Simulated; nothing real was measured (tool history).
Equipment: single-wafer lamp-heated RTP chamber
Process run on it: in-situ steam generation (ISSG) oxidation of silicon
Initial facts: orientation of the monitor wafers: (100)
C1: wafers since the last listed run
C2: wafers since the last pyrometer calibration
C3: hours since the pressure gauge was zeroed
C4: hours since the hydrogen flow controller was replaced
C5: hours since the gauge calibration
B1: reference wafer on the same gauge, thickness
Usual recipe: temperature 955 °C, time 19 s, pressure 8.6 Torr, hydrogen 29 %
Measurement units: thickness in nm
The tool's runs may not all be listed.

run 1 day=0 | temperature=955 time=19 pressure=8.6 hydrogen=29 | C1=0 C2=2297 C3=3035.8 C4=4499.3 C5=430.9 | B1=4.608 | thickness=4.782
run 2 day=2.654 | temperature=955 time=19 pressure=8.6 hydrogen=29 | C1=519 C2=2817 C3=3099.5 C4=4563 C5=494.6 | B1=4.619 | thickness=4.903
-- day=3.979 pyrometer window cleaned and pyrometer calibrated
run 3 day=5.008 | temperature=955 time=25 pressure=8.6 hydrogen=29 | C1=395 C2=201 C3=3156 C4=4619.5 C5=551.1 | B1=4.607 | thickness=5.309
run 4 day=6.617 | temperature=955 time=25 pressure=8.6 hydrogen=29 | C1=314 C2=516 C3=3194.6 C4=4658.1 C5=589.7 | B1=4.604 | thickness=5.33
run 5 day=9.025 | temperature=955 time=19 pressure=8.6 hydrogen=29 | C1=471 C2=988 C3=3252.4 C4=4715.9 C5=647.5 | B1=4.61 | thickness=4.803
run 6 day=11.475 | temperature=955 time=19 pressure=8.6 hydrogen=29 | C1=479 C2=1468 C3=3311.2 C4=4774.7 C5=706.3 | B1=4.606 | thickness=4.786
-- day=12.492 gauge calibrated
run 7 day=12.921 | temperature=955 time=15 pressure=8.6 hydrogen=29 | C1=283 C2=1751 C3=3345.9 C4=4809.4 C5=10.3 | B1=4.608 | thickness=4.368
-- day=14.95 pressure gauge zeroed
run 8 day=15.158 | temperature=955 time=19 pressure=8.6 hydrogen=21 | C1=372 C2=2124 C3=5 C4=4863.1 C5=64 | B1=4.615 | thickness=4.465
run 9 day=16.662 | temperature=955 time=19 pressure=8.6 hydrogen=19 | C1=294 C2=2418 C3=41.1 C4=4899.2 C5=100.1 | B1=4.614 | thickness=4.402
-- day=18.75 pyrometer window cleaned and pyrometer calibrated
run 10 day=18.771 | temperature=948 time=26 pressure=9.3 hydrogen=26 | C1=347 C2=4 C3=91.7 C4=4949.8 C5=150.7 | B1=4.606 | thickness=5.118
run 11 day=20.217 | temperature=937 time=12 pressure=9.3 hydrogen=22 | C1=283 C2=287 C3=126.4 C4=4984.5 C5=185.4 | B1=4.609 | thickness=3.492
run 12 day=22.346 | temperature=941 time=19 pressure=8.6 hydrogen=29 | C1=416 C2=704 C3=177.5 C4=5035.6 C5=236.5 | B1=4.612 | thickness=4.595
-- day=25.233 hydrogen flow controller replaced
run 13 day=25.271 | temperature=955 time=25 pressure=8.6 hydrogen=29 | C1=507 C2=1211 C3=247.7 C4=0.9 C5=306.7 | B1=4.609 | thickness=5.402
run 14 day=27.812 | temperature=955 time=21 pressure=8.6 hydrogen=29 | C1=497 C2=1709 C3=308.7 C4=61.9 C5=367.7 | B1=4.607 | thickness=5.007
run 15 day=28.917 | temperature=955 time=25 pressure=8.6 hydrogen=32 | C1=216 C2=1925 C3=335.2 C4=88.4 C5=394.2 | B1=4.608 | thickness=5.497
-- day=33.438 pyrometer window cleaned and pyrometer calibrated
run 16 day=34.508 | temperature=955 time=19 pressure=8.6 hydrogen=32 | C1=1029 C2=210 C3=469.4 C4=222.6 C5=528.4 | B1=4.606 | thickness=4.888

Give the tool's hidden conditions for every run:
true pressure minus gauge reading, Torr: 0 at every run
deviation of the hydrogen flow from its setpoint, %: 0 at every run
gauge reads high (%): 0 at every run
H1: true wafer temperature minus pyrometer reading, K
run=1 H1=8.42
run=2 H1=10.1
run=3 H1=1.31
run=4 H1=2.32
run=5 H1=3.84
run=6 H1=5.39
run=7 H1=6.3
run=8 H1=7.71
run=9 H1=8.66
run=10 H1=0.463
run=11 H1=1.37
run=12 H1=2.72
run=13 H1=4.56
run=14 H1=6.17
run=15 H1=6.86
run=16 H1=2.12

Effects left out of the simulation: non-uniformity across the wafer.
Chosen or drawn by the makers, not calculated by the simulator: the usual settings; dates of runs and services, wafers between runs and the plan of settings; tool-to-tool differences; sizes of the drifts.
